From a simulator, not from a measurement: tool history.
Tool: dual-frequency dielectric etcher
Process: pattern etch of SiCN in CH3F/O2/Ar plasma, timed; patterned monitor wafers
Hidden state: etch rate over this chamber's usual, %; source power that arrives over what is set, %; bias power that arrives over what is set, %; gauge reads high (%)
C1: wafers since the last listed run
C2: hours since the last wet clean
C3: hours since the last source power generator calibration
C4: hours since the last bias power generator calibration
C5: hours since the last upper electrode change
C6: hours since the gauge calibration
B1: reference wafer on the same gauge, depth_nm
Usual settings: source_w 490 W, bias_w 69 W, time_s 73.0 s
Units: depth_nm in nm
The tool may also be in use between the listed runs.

run 1 hour=0.0 | source_w=490 bias_w=69 time_s=73.0 | C1=0 C2=582.4 C3=1647.6 C4=3084.7 C5=5344.6 C6=121.3 | B1=27.30 | depth_nm=27.54
run 2 hour=51.3 | source_w=490 bias_w=69 time_s=73.0 | C1=642 C2=633.7 C3=1698.9 C4=3136.0 C5=5395.9 C6=172.6 | B1=27.31 | depth_nm=27.57
-- hour=126.4 wet clean of the chamber
run 3 hour=126.9 | source_w=490 bias_w=69 time_s=73.0 | C1=645 C2=0.5 C3=1774.5 C4=3211.6 C5=5471.5 C6=248.2 | B1=27.29 | depth_nm=28.26
run 4 hour=149.9 | source_w=440 bias_w=69 time_s=73.0 | C1=287 C2=23.5 C3=1797.5 C4=3234.6 C5=5494.5 C6=271.2 | B1=27.30 | depth_nm=26.45
run 5 hour=206.1 | source_w=440 bias_w=69 time_s=73.0 | C1=703 C2=79.7 C3=1853.7 C4=3290.8 C5=5550.7 C6=327.4 | B1=27.30 | depth_nm=26.44
run 6 hour=259.1 | source_w=440 bias_w=69 time_s=73.0 | C1=663 C2=132.7 C3=1906.7 C4=3343.8 C5=5603.7 C6=380.4 | B1=27.30 | depth_nm=26.37
run 7 hour=301.5 | source_w=490 bias_w=69 time_s=66.0 | C1=530 C2=175.1 C3=1949.1 C4=3386.2 C5=5646.1 C6=422.8 | B1=27.30 | depth_nm=25.55
run 8 hour=365.0 | source_w=490 bias_w=69 time_s=79.5 | C1=794 C2=238.6 C3=2012.6 C4=3449.7 C5=5709.6 C6=486.3 | B1=27.29 | depth_nm=30.83
run 9 hour=429.8 | source_w=490 bias_w=69 time_s=79.5 | C1=811 C2=303.4 C3=2077.4 C4=3514.5 C5=5774.4 C6=551.1 | B1=27.30 | depth_nm=30.61
run 10 hour=495.4 | source_w=490 bias_w=56 time_s=73.0 | C1=821 C2=369.0 C3=2143.0 C4=3580.1 C5=5840.0 C6=616.7 | B1=27.28 | depth_nm=26.50
run 11 hour=526.1 | source_w=490 bias_w=56 time_s=73.0 | C1=384 C2=399.7 C3=2173.7 C4=3610.8 C5=5870.7 C6=647.4 | B1=27.30 | depth_nm=26.41
run 12 hour=593.1 | source_w=490 bias_w=56 time_s=73.0 | C1=838 C2=466.7 C3=2240.7 C4=3677.8 C5=5937.7 C6=714.4 | B1=27.29 | depth_nm=26.38
run 13 hour=662.8 | source_w=490 bias_w=69 time_s=73.0 | C1=872 C2=536.4 C3=2310.4 C4=3747.5 C5=6007.4 C6=784.1 | B1=27.29 | depth_nm=27.91
run 14 hour=710.8 | source_w=490 bias_w=69 time_s=56.5 | C1=600 C2=584.4 C3=2358.4 C4=3795.5 C5=6055.4 C6=832.1 | B1=27.30 | depth_nm=21.73
run 15 hour=758.3 | source_w=420 bias_w=69 time_s=73.0 | C1=594 C2=631.9 C3=2405.9 C4=3843.0 C5=6102.9 C6=879.6 | B1=27.28 | depth_nm=25.35
-- hour=810.0 wet clean of the chamber
run 16 hour=810.5 | source_w=610 bias_w=69 time_s=85.0 | C1=353 C2=0.5 C3=2458.1 C4=3895.2 C5=6155.1 C6=931.8 | B1=27.30 | depth_nm=38.01
run 17 hour=846.9 | source_w=610 bias_w=69 time_s=81.0 | C1=455 C2=36.9 C3=2494.5 C4=3931.6 C5=6191.5 C6=968.2 | B1=27.31 | depth_nm=36.23
-- hour=997.4 source power generator calibrated
run 18 hour=1050.9 | source_w=490 bias_w=69 time_s=73.0 | C1=2503 C2=240.9 C3=53.5 C4=4135.6 C5=6395.5 C6=1172.2 | B1=27.31 | depth_nm=27.75
-- hour=1081.0 upper electrode replaced
run 19 hour=1081.5 | source_w=390 bias_w=69 time_s=73.0 | C1=82 C2=271.5 C3=84.1 C4=4166.2 C5=0.5 C6=1202.8 | B1=27.32 | depth_nm=23.77
run 20 hour=1109.5 | source_w=570 bias_w=75 time_s=54.5 | C1=350 C2=299.5 C3=112.1 C4=4194.2 C5=28.5 C6=1230.8 | B1=27.30 | depth_nm=23.06
run 21 hour=1180.7 | source_w=410 bias_w=74 time_s=53.5 | C1=891 C2=370.7 C3=183.3 C4=4265.4 C5=99.7 C6=1302.0 | B1=27.28 | depth_nm=18.35
-- hour=1185.1 bias power generator calibrated
run 22 hour=1247.8 | source_w=490 bias_w=69 time_s=53.0 | C1=789 C2=437.8 C3=250.4 C4=62.7 C5=166.8 C6=1369.1 | B1=27.31 | depth_nm=19.99
-- hour=1288.4 gauge calibrated
run 23 hour=1318.1 | source_w=490 bias_w=69 time_s=94.0 | C1=880 C2=508.1 C3=320.7 C4=133.0 C5=237.1 C6=29.7 | B1=27.29 | depth_nm=35.14
-- hour=1369.8 wet clean of the chamber
run 24 hour=1370.3 | source_w=490 bias_w=69 time_s=73.0 | C1=353 C2=0.5 C3=372.9 C4=185.2 C5=289.3 C6=81.9 | B1=27.28 | depth_nm=27.68
run 25 hour=1409.4 | source_w=490 bias_w=69 time_s=73.0 | C1=489 C2=39.6 C3=412.0 C4=224.3 C5=328.4 C6=121.0 | B1=27.31 | depth_nm=27.79
run 26 hour=1445.8 | source_w=490 bias_w=69 time_s=73.0 | C1=455 C2=76.0 C3=448.4 C4=260.7 C5=364.8 C6=157.4 | B1=27.29 | depth_nm=27.72
run 27 hour=1481.2 | source_w=380 bias_w=79 time_s=73.0 | C1=443 C2=111.4 C3=483.8 C4=296.1 C5=400.2 C6=192.8 | B1=27.31 | depth_nm=24.59
run 28 hour=1544.7 | source_w=600 bias_w=69 time_s=61.5 | C1=794 C2=174.9 C3=547.3 C4=359.6 C5=463.7 C6=256.3 | B1=27.31 | depth_nm=26.13
run 29 hour=1598.1 | source_w=490 bias_w=69 time_s=73.0 | C1=668 C2=228.3 C3=600.7 C4=413.0 C5=517.1 C6=309.7 | B1=27.30 | depth_nm=27.64
run 30 hour=1632.1 | source_w=490 bias_w=83 time_s=55.5 | C1=425 C2=262.3 C3=634.7 C4=447.0 C5=551.1 C6=343.7 | B1=27.26 | depth_nm=22.24

Hidden state or all else? Some run-to-run changes of depth_nm, split into what the settings, what came in and random variation would give without the hidden state, and what is left for the hidden state (with any gauge scatter that isn't in both results):
Run 2 -> 3: wet clean of the chamber. depth_nm +0.69 nm: hidden state +0.85, all else -0.16.
Run 15 -> 16: source_w 420 -> 610, time_s 73.0 -> 85.0, wet clean of the chamber. depth_nm +12.66 nm: hidden state +1.10, all else +11.56.
Run 17 -> 18: source_w 610 -> 490, time_s 81.0 -> 73.0, source power generator calibrated. depth_nm -8.48 nm: hidden state -1.27, all else -7.21.
Run 22 -> 23: time_s 53.0 -> 94.0, gauge calibrated. depth_nm +15.15 nm: hidden state -0.39, all else +15.54.
